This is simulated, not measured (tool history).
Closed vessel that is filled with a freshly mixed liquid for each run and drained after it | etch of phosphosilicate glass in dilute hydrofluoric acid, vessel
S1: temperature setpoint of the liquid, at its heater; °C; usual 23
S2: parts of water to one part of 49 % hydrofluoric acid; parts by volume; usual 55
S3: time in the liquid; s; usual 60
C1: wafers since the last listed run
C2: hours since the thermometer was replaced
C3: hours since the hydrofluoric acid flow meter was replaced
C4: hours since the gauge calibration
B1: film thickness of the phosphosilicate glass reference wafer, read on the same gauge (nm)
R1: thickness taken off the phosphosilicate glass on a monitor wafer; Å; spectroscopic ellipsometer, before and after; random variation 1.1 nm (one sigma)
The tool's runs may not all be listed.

run 1 hour=0 | S1=23 S2=55 S3=60 | C1=0 C2=2537.6 C3=1941.7 C4=226.6 | B1=40.01 | R1=1987
run 2 hour=17.8 | S1=23 S2=55 S3=60 | C1=1686 C2=2555.4 C3=1959.5 C4=244.4 | B1=40.02 | R1=1991.7
run 3 hour=38 | S1=23 S2=55 S3=60 | C1=1913 C2=2575.6 C3=1979.7 C4=264.6 | B1=40 | R1=1992.2
run 4 hour=71.1 | S1=23 S2=55 S3=60 | C1=3135 C2=2608.7 C3=2012.8 C4=297.7 | B1=40 | R1=1952.7
run 5 hour=103.8 | S1=23 S2=55 S3=60 | C1=3097 C2=2641.4 C3=2045.5 C4=330.4 | B1=40 | R1=1971.6
run 6 hour=122.8 | S1=23 S2=55 S3=60 | C1=1800 C2=2660.4 C3=2064.5 C4=349.4 | B1=39.97 | R1=1968.4
run 7 hour=144.9 | S1=23 S2=55 S3=60 | C1=2093 C2=2682.5 C3=2086.6 C4=371.5 | B1=40 | R1=1959.9
run 8 hour=168.9 | S1=23 S2=55 S3=60 | C1=2273 C2=2706.5 C3=2110.6 C4=395.5 | B1=40 | R1=1951.5
-- hour=193.2 thermometer replaced
-- hour=196.6 gauge calibrated
run 9 hour=200.2 | S1=21 S2=40 S3=85 | C1=2870 C2=7 C3=2141.9 C4=3.6 | B1=40.05 | R1=3566.5
run 10 hour=230.1 | S1=23 S2=55 S3=45 | C1=2832 C2=36.9 C3=2171.8 C4=33.5 | B1=40.02 | R1=1471.4
-- hour=238.5 hydrofluoric acid flow meter replaced
run 11 hour=244.7 | S1=25.5 S2=55 S3=60 | C1=1288 C2=51.5 C3=6.2 C4=48.1 | B1=39.95 | R1=1966.3
run 12 hour=261.2 | S1=20 S2=55 S3=60 | C1=1563 C2=68 C3=22.7 C4=64.6 | B1=40.01 | R1=1567.5
run 13 hour=279.7 | S1=19 S2=70 S3=60 | C1=1752 C2=86.5 C3=41.2 C4=83.1 | B1=40 | R1=1171.1
run 14 hour=293.3 | S1=23 S2=65 S3=60 | C1=1288 C2=100.1 C3=54.8 C4=96.7 | B1=40 | R1=1505
run 15 hour=323.7 | S1=26.5 S2=70 S3=80 | C1=2880 C2=130.5 C3=85.2 C4=127.1 | B1=39.99 | R1=2097.5
-- hour=331.2 hydrofluoric acid flow meter replaced, repeated, since the last time left the tool worse
run 16 hour=387.5 | S1=23 S2=55 S3=60 | C1=5949 C2=194.3 C3=56.3 C4=190.9 | B1=40 | R1=2134.3

4 ways to go on from here, each from the tool as it stands after run 16. What would each give?
run A hour=388.2 | S1=23 S2=45 S3=60 | C1=66 C2=195 C3=57 C4=191.6 | B1=? | R1=?
run B hour=388.2 | S1=27.5 S2=35 S3=70 | C1=66 C2=195 C3=57 C4=191.6 | B1=? | R1=?
run C hour=388.2 | S1=25 S2=55 S3=30 | C1=66 C2=195 C3=57 C4=191.6 | B1=? | R1=?
run D hour=388.2 | S1=23 S2=55 S3=70 | C1=66 C2=195 C3=57 C4=191.6 | B1=? | R1=?

run=A B1=39.98 R1=2644.7
run=B B1=39.98 R1=4840.1
run=C B1=39.98 R1=1159.4
run=D B1=39.98 R1=2492.3
Without the tool's hidden state the same runs would have given:
run=A R1=2652.2
run=B R1=4853.2
run=C R1=1162.5
run=D R1=2499.1
